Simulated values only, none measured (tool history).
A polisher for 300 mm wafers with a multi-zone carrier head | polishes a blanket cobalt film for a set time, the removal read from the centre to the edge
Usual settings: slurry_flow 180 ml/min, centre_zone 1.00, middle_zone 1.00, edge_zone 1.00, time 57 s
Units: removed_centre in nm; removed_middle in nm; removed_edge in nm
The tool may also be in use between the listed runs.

run     day  slurry_flow  centre_zone  middle_zone  edge_zone  time  wafers since the last listed run  wafers polished on this pad  hours since the slurry nozzle was cleaned  hours since the centre zone pressure was calibrated  hours since the edge zone pressure was calibrated  hours since the carrier head's membrane was replaced  incoming thickness of the incoming film, nm  removed_centre  removed_middle  removed_edge
  1   0.000          180         1.00         1.00       1.00    57                                 0                          665                                      174.8                                                691.7                                              582.1                                                 825.7                                       1296.0           213.0           211.3         217.9
  2   0.400          180         1.00         1.00       1.00    57                               111                          776                                      184.4                                                701.3                                              591.7                                                 835.3                                       1308.9           213.2           209.8         217.8
      1.225  -- worn pad replaced by a new one
  3   1.621          180         1.00         1.00       1.00    57                               294                          110                                      213.7                                                730.6                                              621.0                                                 864.6                                       1314.8           212.4           206.0         213.2
  4   2.362          180         1.00         1.00       1.00    57                               207                          318                                      231.5                                                748.4                                              638.8                                                 882.4                                       1316.5           213.0           207.3         214.9
  5   2.821          180         1.00         1.00       1.00    57                               127                          446                                      242.5                                                759.4                                              649.8                                                 893.4                                       1343.3           213.8           206.6         216.1
  6   3.554          180         1.00         1.00       1.09    57                               204                          650                                      260.1                                                777.0                                              667.4                                                 911.0                                       1314.8           206.8           202.0         217.6
  7   3.842          180         1.00         1.00       1.09    57                                80                          731                                      267.0                                                783.9                                              674.3                                                 917.9                                       1338.7           209.9           203.3         214.0
      3.983  -- slurry nozzle cleaned
  8   4.233          180         1.00         1.00       1.09    57                                97                          828                                        6.0                                                793.3                                              683.7                                                 927.3                                       1291.2           218.8           210.0         221.6
      4.733  -- worn pad replaced by a new one
  9   4.904          180         1.00         1.00       1.00    57                               140                           48                                       22.1                                                809.4                                              699.8                                                 943.4                                       1336.0           221.0           210.6         219.8
 10   5.450          180         1.08         0.95       1.00    69                               152                          200                                       35.2                                                822.5                                              712.9                                                 956.5                                       1338.9           283.0           249.7         257.8
 11   5.958          180         1.00         1.00       1.00    57                               141                          342                                       47.4                                                834.7                                              725.1                                                 968.7                                       1328.0           222.7           211.2         209.1
      6.179  -- centre zone pressure recalibrated
      6.500  -- edge zone pressure recalibrated
      6.604  -- carrier head's membrane replaced by a new one, of another model than before
 12   6.625          180         1.00         1.00       1.00    57                               110                          452                                       63.4                                                 10.7                                                3.0                                                   0.5                                       1309.9           218.2           208.3         221.9
 13   7.150          180         1.00         1.00       1.00    57                               146                          599                                       76.0                                                 23.3                                               15.6                                                  13.1                                       1305.7           219.0           206.5         213.9
 14   7.671          180         1.00         1.00       1.04    57                               145                          744                                       88.5                                                 35.8                                               28.1                                                  25.6                                       1320.3           220.1           213.6         215.6
      8.508  -- worn pad replaced by a new one
 15   9.154          210         1.00         1.00       1.00    57                               367                          180                                      124.1                                                 71.4                                               63.7                                                  61.2                                       1316.2           222.3           217.9         222.2
 16   9.579          180         1.00         1.00       0.91    57                               118                          298                                      134.3                                                 81.6                                               73.9                                                  71.4                                       1327.7           221.4           206.4         211.2
 17  10.300          180         1.07         1.00       1.00    57                               201                          500                                      151.6                                                 98.9                                               91.2                                                  88.7                                       1327.6           239.8           212.4         207.4
 18  10.858          180         1.00         0.96       1.00    46                               155                          656                                      165.0                                                112.3                                              104.6                                                 102.1                                       1296.3           176.5           163.6         170.9

Forecast each of these 5 alternatives for the next run:
  A  10.875          180         1.00         1.00       0.94    57                                 4                          660                                      165.4                                                112.7                                              105.0                                                 102.5                                       1325.2               ?               ?             ?
  B  10.875          195         1.00         1.00       0.95    74                                 4                          660                                      165.4                                                112.7                                              105.0                                                 102.5                                       1325.2               ?               ?             ?
  C  10.875          180         1.00         1.00       1.00    74                                 4                          660                                      165.4                                                112.7                                              105.0                                                 102.5                                       1325.2               ?               ?             ?
  D  10.875          230         1.09         1.00       0.90    57                                 4                          660                                      165.4                                                112.7                                              105.0                                                 102.5                                       1325.2               ?               ?             ?
  E  10.875          180         1.00         0.92       0.93    45                                 4                          660                                      165.4                                                112.7                                              105.0                                                 102.5                                       1325.2               ?               ?             ?

run  removed_centre  removed_middle  removed_edge
  A           218.7           213.5         204.6
  B           287.6           280.4         269.1
  C           283.9           277.2         272.7
  D           256.0           220.6         206.0
  E           172.6           162.6         160.9
Without the tool's hidden state the same runs would have given:
run  removed_centre  removed_middle  removed_edge
  A           222.6           216.9         207.0
  B           292.4           284.5         272.0
  C           289.0           281.5         275.9
  D           259.7           223.4         208.0
  E           175.7           165.2         162.8
